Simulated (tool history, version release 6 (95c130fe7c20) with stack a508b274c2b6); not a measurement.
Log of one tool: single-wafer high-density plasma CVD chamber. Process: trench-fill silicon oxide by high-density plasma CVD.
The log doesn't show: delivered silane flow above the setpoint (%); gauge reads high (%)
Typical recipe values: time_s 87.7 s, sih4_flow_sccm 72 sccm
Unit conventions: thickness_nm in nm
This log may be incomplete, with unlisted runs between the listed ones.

run	hour	time_s	sih4_flow_sccm	wafers since the last listed run	hours since the silane flow controller was replaced	hours since the gauge calibration	read-back reference wafer on the same gauge, thickness_nm	thickness_nm
1	0.0	87.7	80	0	3111.5	1346.5	626.094	783.524
2	49.7	87.7	80	913	3161.2	1396.2	625.872	784.841
3	104.2	99.2	72	1002	3215.7	1450.7	626.099	803.579
# hour 106.0: gauge calibrated
4	203.9	99.2	72	1833	3315.4	97.9	625.675	801.904
5	245.5	99.2	72	764	3357.0	139.5	626.803	800.048
6	312.1	87.7	83	1224	3423.6	206.1	627.058	821.648
7	503.4	87.7	66	3517	3614.9	397.4	625.211	654.581
8	577.0	87.7	66	1353	3688.5	471.0	626.000	655.718
9	638.8	87.7	65	1136	3750.3	532.8	625.906	642.515
10	716.2	87.7	72	1423	3827.7	610.2	626.035	712.983
11	762.9	87.7	72	858	3874.4	656.9	626.027	715.817
12	809.9	99.4	81	864	3921.4	703.9	626.506	914.464
13	860.8	71.3	78	935	3972.3	754.8	625.437	629.731
14	962.1	101.6	77	1862	4073.6	856.1	625.648	888.308
15	1057.5	87.7	72	1754	4169.0	951.5	625.311	718.105

Forecast run 16:
16	1125.5	79.5	85	1250	4237.0	1019.5	?	?

{"run 16": {"read-back reference wafer on the same gauge, thickness_nm": 625.843, "thickness_nm": 767.989}}
On a tool with no hidden condition, and with the same random variation, this run would have come out at thickness_nm 723.781 nm.
